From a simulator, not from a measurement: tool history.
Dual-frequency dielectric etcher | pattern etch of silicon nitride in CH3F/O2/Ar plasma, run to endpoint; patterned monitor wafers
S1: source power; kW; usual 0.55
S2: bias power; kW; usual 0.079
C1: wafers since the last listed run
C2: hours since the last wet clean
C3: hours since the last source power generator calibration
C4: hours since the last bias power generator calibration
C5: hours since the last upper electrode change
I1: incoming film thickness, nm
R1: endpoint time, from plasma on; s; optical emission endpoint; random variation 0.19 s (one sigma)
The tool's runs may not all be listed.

run     day    S1     S2   C1     C2      C3      C4      C5     I1    R1
  1       0  0.66  0.079    0   71.7  2605.5  2645.6  4003.3  42.81  48.4
  2   1.071  0.66  0.079  182   97.4  2631.2  2671.3    4029  42.71  48.4
  3   2.117  0.55  0.079  177  122.5  2656.3  2696.4  4054.1  43.23  52.8
  4   2.742  0.55  0.079  106  137.5  2671.3  2711.4  4069.1  42.46  51.9
  5   3.871  0.55  0.079  192  164.6  2698.4  2738.5  4096.2  43.48  53.3
  6       5  0.55  0.064  192  191.7  2725.5  2765.6  4123.3  43.02  55.4
  7   6.317  0.55  0.064  224  223.3  2757.1  2797.2  4154.9  43.39  56.2
  8   7.383  0.55  0.064  181  248.9  2782.7  2822.8  4180.5  43.25    56
      8.604  -- bias power generator calibrated
  9   8.833  0.55  0.079  218  283.7  2817.5     5.5  4215.3  43.18  53.4
 10   9.729  0.55  0.068  152  305.2    2839      27  4236.8  43.29  55.7
 11  10.629  0.55  0.068  153  326.8  2860.6    48.6  4258.4  43.15  55.4
 12  11.871  0.55  0.079  211  356.6  2890.4    78.4  4288.2  43.24  53.6
     13.329  -- wet clean of the chamber
 13  13.362  0.55  0.079   83    0.8  2926.2   114.2    4324  42.71  51.8
 14  14.371  0.55  0.079  171     25  2950.4   138.4  4348.2  42.97  52.1
 15  15.046  0.55  0.079  114   41.2  2966.6   154.6  4364.4  43.41  52.9
 16  16.333  0.65   0.07  219   72.1  2997.5   185.5  4395.3  42.57  49.8
      17.05  -- source power generator calibrated
 17  17.104  0.68  0.079  102   90.6     1.3     204  4413.8  43.41  48.1
 18  18.038  0.65  0.087  158    113    23.7   226.4  4436.2  42.89  47.6
     19.904  -- upper electrode replaced, of another model than before
 19  19.925  0.67  0.079  150  158.3      69   271.7     0.5  43.12  46.5
 20  20.083  0.43  0.072   26  162.1    72.8   275.5     4.3  43.25  66.8
 21  21.558  0.65  0.071  250  197.5   108.2   310.9    39.7  42.64  48.9
 22  22.488  0.49  0.067  158  219.8   130.5   333.2      62  42.63  60.8
 23  23.821  0.61  0.087  226  251.8   162.5   365.2      94  43.02  47.7
 24   24.75  0.55  0.079  158  274.1   184.8   387.5   116.3  42.85  52.3
 25  25.317  0.55  0.079   96  287.7   198.4   401.1   129.9  43.53  53.5
 26  26.354  0.65  0.066  176  312.6   223.3     426   154.8  42.92    51
 27  27.238  0.65  0.093  150  333.8   244.5   447.2     176  42.67  44.2
 28  28.325  0.44  0.059  185  359.9   270.6   473.3   202.1  42.93    72

The same runs without the tool's hidden state, with the same run-to-run variation:
The hidden state here: etch rate over this chamber's usual, %; source power that arrives over what is set, %; bias power that arrives over what is set, %.
run    R1
  1  48.1
  2    48
  3  52.3
  4  51.3
  5  52.6
  6  54.6
  7  55.3
  8    55
  9  52.4
 10  54.5
 11  54.1
 12  52.3
 13  51.9
 14  52.1
 15  52.8
 16  49.6
 17  47.9
 18  47.3
 19  46.1
 20  66.2
 21  48.4
 22    60
 23    47
 24  51.5
 25  52.6
 26    50
 27  43.4
 28  70.4
